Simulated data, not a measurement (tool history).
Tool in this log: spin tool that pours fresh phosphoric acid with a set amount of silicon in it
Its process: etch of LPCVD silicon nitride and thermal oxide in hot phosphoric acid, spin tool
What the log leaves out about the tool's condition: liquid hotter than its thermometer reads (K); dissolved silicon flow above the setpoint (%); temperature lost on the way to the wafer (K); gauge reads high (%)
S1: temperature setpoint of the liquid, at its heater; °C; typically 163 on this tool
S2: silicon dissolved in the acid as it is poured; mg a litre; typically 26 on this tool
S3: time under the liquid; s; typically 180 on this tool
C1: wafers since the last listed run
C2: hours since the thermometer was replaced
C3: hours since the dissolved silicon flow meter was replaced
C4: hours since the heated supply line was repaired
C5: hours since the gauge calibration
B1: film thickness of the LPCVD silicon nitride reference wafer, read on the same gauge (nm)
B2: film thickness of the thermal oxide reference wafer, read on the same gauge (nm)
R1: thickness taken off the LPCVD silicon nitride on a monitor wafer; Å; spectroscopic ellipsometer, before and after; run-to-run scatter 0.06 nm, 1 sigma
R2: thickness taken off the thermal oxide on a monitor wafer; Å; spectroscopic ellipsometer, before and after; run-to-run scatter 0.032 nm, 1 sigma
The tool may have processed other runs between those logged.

run   hour   S1    S2   S3   C1      C2      C3      C4     C5      B1       B2     R1    R2
  1      0  163    26  180    0  1216.4  1706.3  3474.5   19.1  109.99   150.01  190.3   4.6
       2.3  -- heated supply line repaired
  2    6.9  163    26  180   26  1223.3  1713.2     4.6     26  110.03  149.985  191.5  4.74
  3   18.3  163    26  180   51  1234.7  1724.6      16   37.4  109.99  149.994  190.6  3.71
  4   27.6  161    26  235   42    1244  1733.9    25.3   46.7  110.01  149.983  231.9  4.33
      34.3  -- dissolved silicon flow meter replaced
  5   38.5  163    26  180   44  1254.9     4.2    36.2   57.6  110.01  149.998  191.4  3.97
  6   66.8  162    35   75  128  1283.2    32.5    64.5   85.9  110.01  149.997   77.5  1.05
  7   74.3  163  40.5  260   33  1290.7      40      72   93.4     110  149.969  274.6  3.16
  8   89.4  163    26  180   68  1305.8    55.1    87.1  108.5     110  150.006    192  4.26
  9  117.8  163    17  120  128  1334.2    83.5   115.5  136.9  109.96  150.003  127.1  3.72
 10  166.9  163    26  180  222  1383.3   132.6   164.6    186  109.99  149.993  191.5  4.45
     172.1  -- thermometer replaced
 11  182.6  163    26  180   66    10.5   148.3   180.3  201.7  109.98  149.976  179.6  3.65
 12  196.1  163    26  180   61      24   161.8   193.8  215.2  109.99  149.994  179.5  3.52

Run 13, settings as shown, results not yet in. Your forecast:
 13  208.6  163  42.5  180  56  36.5  174.3  206.3  227.7   ?   ?   ?   ?

For run 13 the tool returned B1 110.05, B2 149.981, R1 179.7 Å, R2 1.2 Å.
Were there no unlogged condition in the tool, this run, its random variation unchanged, would have produced R1 177.7 Å, R2 1.17 Å.
